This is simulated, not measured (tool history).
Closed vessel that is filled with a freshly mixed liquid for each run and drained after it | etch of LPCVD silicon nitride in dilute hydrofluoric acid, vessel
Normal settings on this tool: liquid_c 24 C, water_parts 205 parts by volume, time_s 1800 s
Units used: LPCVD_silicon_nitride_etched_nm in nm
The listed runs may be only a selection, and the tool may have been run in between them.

run   hour  liquid_c  water_parts  time_s  read-back film thickness of the LPCVD silicon nitride reference wafer, read on the same gauge (nm)  LPCVD_silicon_nitride_etched_nm
  1      0        24          205    1800                                                                                              69.994                            4.835
  2   13.4        24          160    1800                                                                                              69.982                            6.105
  3   41.4        25          205    1800                                                                                              70.008                            5.081
  4   53.7        25          205    1800                                                                                              70.003                             5.13
  5   82.3        24          205    1800                                                                                              69.989                            4.748
  6   97.9        24          205    1800                                                                                              69.984                            4.724
  7  130.1        24          205    1800                                                                                              70.026                            4.742
  8  145.1        24          205    1800                                                                                              69.996                            4.787
  9  175.4        24          205    1800                                                                                              69.991                            4.734
 10  210.2        24          205    1800                                                                                              70.004                            4.782
 11    232        24          205    1800                                                                                              69.976                            4.735
 12  248.8        24          205    1800                                                                                              69.944                            4.781
 13  275.7        21          205    1360                                                                                              69.993                            2.884
 14  290.9        21          205    1360                                                                                              69.987                            2.903
 15    306        27          205    2595                                                                                              70.056                             8.15
 16  328.2      26.5          165    2875                                                                                              69.978                           10.737
 17    363        21          275    1155                                                                                              69.987                            1.835
 18  384.2      27.5          205    1800                                                                                              69.958                            5.779
 19  415.8      27.5          205    1800                                                                                              70.056                            5.902
 20  433.1        24          205    1800                                                                                              69.954                            4.645
     444.4  -- hydrofluoric acid flow meter replaced
     456.8  -- thermometer replaced
 21  467.3        24          205    1800                                                                                              70.019                            4.637
 22  495.3      20.5          205    1800                                                                                              69.946                            3.651
 23  508.9        24          205    2650                                                                                              69.998                            6.649
 24  531.8        24          205    1800                                                                                              69.976                            4.559
 25  562.5        24          245    1800                                                                                               70.01                            3.895
     624.9  -- gauge calibrated
 26  663.6        24          205     915                                                                                              70.019                            2.349
 27  686.1        24          205    1800                                                                                              69.961                            4.494
 28  701.9        21          275    2605                                                                                              70.003                            4.087
 29  737.1        24          205    1800                                                                                              69.982                             4.49
 30  771.1        22          205     905                                                                                              69.957                            1.983
 31  783.2        22          250    2830                                                                                               70.01                            5.073
 32  804.8        24          205    1800                                                                                              69.994                             4.51
 33  840.1        21          150    1800                                                                                              69.999                            5.116

What if the next run were any one of these 3? Each begins from the tool's condition after run 33:
  A  841.2        24          205    1800                                                                                                   ?                                ?
  B  841.2        24          205    1330                                                                                                   ?                                ?
  C  841.2        24          205    2805                                                                                                   ?                                ?

run  read-back film thickness of the LPCVD silicon nitride reference wafer, read on the same gauge (nm)  LPCVD_silicon_nitride_etched_nm
  A                                                                                              70.037                            4.521
  B                                                                                              70.037                            3.341
  C                                                                                              70.037                            7.046
With the hidden condition removed and each run's random variation left untouched, the same runs would have given:
run  LPCVD_silicon_nitride_etched_nm
  A                            4.649
  B                            3.435
  C                            7.244

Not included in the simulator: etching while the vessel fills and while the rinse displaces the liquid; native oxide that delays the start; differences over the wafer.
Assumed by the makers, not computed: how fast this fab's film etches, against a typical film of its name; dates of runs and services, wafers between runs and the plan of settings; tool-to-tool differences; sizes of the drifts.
